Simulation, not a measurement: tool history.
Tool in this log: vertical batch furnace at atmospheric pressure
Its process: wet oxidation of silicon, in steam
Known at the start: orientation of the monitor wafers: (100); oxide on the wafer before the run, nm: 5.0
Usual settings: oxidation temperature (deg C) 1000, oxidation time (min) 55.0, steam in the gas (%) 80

run    hour  oxidation temperature (deg C)  oxidation time (min)  steam in the gas (%)  wafers since the last listed run  hours since the last temperature calibration  hours since the steam generator was serviced  hours since the gauge calibration  read-back reference wafer on the same gauge, thickness  oxide thickness on the monitor wafer (Å)
  1     0.0                           1000                  55.0                    89                                 0                                        2214.7                                        1635.6                              536.7                                                  399.04                                    3728.5
  2    94.9                           1000                  55.0                    89                              1712                                        2309.6                                        1730.5                              631.6                                                  399.08                                    3775.8
  3   135.1                           1000                  55.0                    80                               725                                        2349.8                                        1770.7                              671.8                                                  398.96                                    3502.1
  4   186.5                           1000                  55.0                    80                               927                                        2401.2                                        1822.1                              723.2                                                  398.57                                    3521.8
  5   278.6                           1000                  55.0                    80                              1662                                        2493.3                                        1914.2                              815.3                                                  398.65                                    3501.3
  6   385.1                           1000                  55.0                    80                              1922                                        2599.8                                        2020.7                              921.8                                                  398.95                                    3485.9
  7   436.7                           1000                  55.0                    80                               931                                        2651.4                                        2072.3                              973.4                                                  399.58                                    3474.8
  8   541.3                           1000                  55.0                    80                              1887                                        2756.0                                        2176.9                             1078.0                                                  399.25                                    3462.8
  9   621.3                           1000                  55.0                    80                              1443                                        2836.0                                        2256.9                             1158.0                                                  399.60                                    3496.4
 10   844.2                           1000                  55.0                    80                              4023                                        3058.9                                        2479.8                             1380.9                                                  399.24                                    3455.0
     1055.4  -- gauge calibrated
 11  1095.9                           1000                  55.0                    80                              4543                                        3310.6                                        2731.5                               40.5                                                  399.39                                    3481.1
 12  1142.1                           1000                  55.0                    77                               833                                        3356.8                                        2777.7                               86.7                                                  399.22                                    3360.0
 13  1433.1                           1000                  55.0                    77                              5252                                        3647.8                                        3068.7                              377.7                                                  398.62                                    3344.1
 14  1508.0                           1000                  55.0                    77                              1351                                        3722.7                                        3143.6                              452.6                                                  399.02                                    3335.1
     1577.4  -- steam generator serviced
 15  1577.9                           1000                  66.5                    80                               828                                        3792.6                                           0.5                              522.5                                                  398.71                                    4095.7
     1611.3  -- thermocouples replaced and temperature profile calibrated
 16  1628.8                           1000                  66.5                    80                               485                                          17.5                                          51.4                              573.4                                                  398.63                                    4057.9
 17  1673.4                           1000                  66.5                    80                               805                                          62.1                                          96.0                              618.0                                                  398.95                                    4068.9
 18  1709.5                           1000                  55.0                    80                               651                                          98.2                                         132.1                              654.1                                                  398.54                                    3547.6
 19  1816.4                            984                  55.0                    85                              1929                                         205.1                                         239.0                              761.0                                                  398.86                                    3296.4
 20  1907.1                           1000                  55.0                    80                              1637                                         295.8                                         329.7                              851.7                                                  399.22                                    3574.0
 21  1976.0                           1000                  55.0                    80                              1243                                         364.7                                         398.6                              920.6                                                  398.59                                    3559.5
 22  2038.9                            977                  80.0                    86                              1135                                         427.6                                         461.5                              983.5                                                  399.34                                    4076.5
 23  2107.6                           1019                  67.0                    86                              1239                                         496.3                                         530.2                             1052.2                                                  399.14                                    4866.3

What will run 24 give?
 24  2144.0                           1000                  55.0                    80                               656                                         532.7                                         566.6                             1088.6                                                       ?                                         ?

{"run 24": {"read-back reference wafer on the same gauge, thickness": 398.69, "oxide thickness on the monitor wafer (Å)": 3526.2}}
Take away the tool's hidden state, keep the run-to-run variation as it was, and the same run would have given oxide thickness on the monitor wafer (Å) 3564.5.
